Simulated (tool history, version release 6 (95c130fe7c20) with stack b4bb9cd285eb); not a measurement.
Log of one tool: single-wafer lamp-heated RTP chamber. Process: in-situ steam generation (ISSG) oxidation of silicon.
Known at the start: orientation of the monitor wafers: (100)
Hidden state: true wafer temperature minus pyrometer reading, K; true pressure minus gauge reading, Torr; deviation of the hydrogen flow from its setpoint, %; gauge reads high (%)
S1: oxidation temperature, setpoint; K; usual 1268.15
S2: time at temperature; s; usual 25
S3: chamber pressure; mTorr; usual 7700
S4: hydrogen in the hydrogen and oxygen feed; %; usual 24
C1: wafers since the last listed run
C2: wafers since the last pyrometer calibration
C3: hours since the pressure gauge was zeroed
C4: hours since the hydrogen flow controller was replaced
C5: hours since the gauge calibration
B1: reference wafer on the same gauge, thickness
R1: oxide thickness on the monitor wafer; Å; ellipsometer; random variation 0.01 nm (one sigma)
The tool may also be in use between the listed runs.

run	day	S1	S2	S3	S4	C1	C2	C3	C4	C5	B1	R1
1	0	1268.15	25	8700	20	0	2819	2917.7	2499.6	179.8	7.514	65.64
2	0.883	1268.15	25	8700	20	238	3058	2938.9	2520.8	201	7.511	65.6
3	1.95	1268.15	25	8700	20	288	3346	2964.5	2546.4	226.6	7.51	65.73
4	3.317	1268.15	25	7700	24	369	3715	2997.3	2579.2	259.4	7.51	68.95
5	4.054	1268.15	25	7700	24	199	3914	3015	2596.9	277.1	7.509	68.8
6	4.654	1268.15	25	7700	24	162	4077	3029.4	2611.3	291.5	7.509	68.93
7	5.888	1268.15	25	7700	24	333	4410	3059	2640.9	321.1	7.51	69.01
8	6.742	1268.15	25	7700	24	230	4641	3079.5	2661.4	341.6	7.513	69.25
9	7.817	1268.15	25	7700	24	290	4931	3105.3	2687.2	367.4	7.509	69.38
10	9.042	1268.15	25	7700	24	331	5262	3134.7	2716.6	396.8	7.513	69.41
# day 9.996: gauge calibrated
# day 10.838: pyrometer window cleaned and pyrometer calibrated
# day 11.146: pressure gauge zeroed
11	11.375	1268.15	25	7700	24	457	62	5.5	2772.6	33.1	7.508	67.85
12	12.579	1268.15	25	8800	24	325	387	34.4	2801.5	62	7.51	67.55
# day 13.058: hydrogen flow controller replaced
13	13.629	1286.15	15	8400	18	193	581	59.6	13.7	87.2	7.511	53.93
14	14.6	1286.15	34	6900	17	262	843	82.9	37	110.5	7.511	79.38
15	15.775	1268.15	25	8800	15	317	1161	111.1	65.2	138.7	7.512	61.09

Forecast run 16:
16	16.779	1261.15	33	8200	31	271	1432	135.2	89.3	162.8	?	?

B1: 7.511
R1: 80.45 Å
Without the tool's hidden state the same run would have given R1 79.84 Å.

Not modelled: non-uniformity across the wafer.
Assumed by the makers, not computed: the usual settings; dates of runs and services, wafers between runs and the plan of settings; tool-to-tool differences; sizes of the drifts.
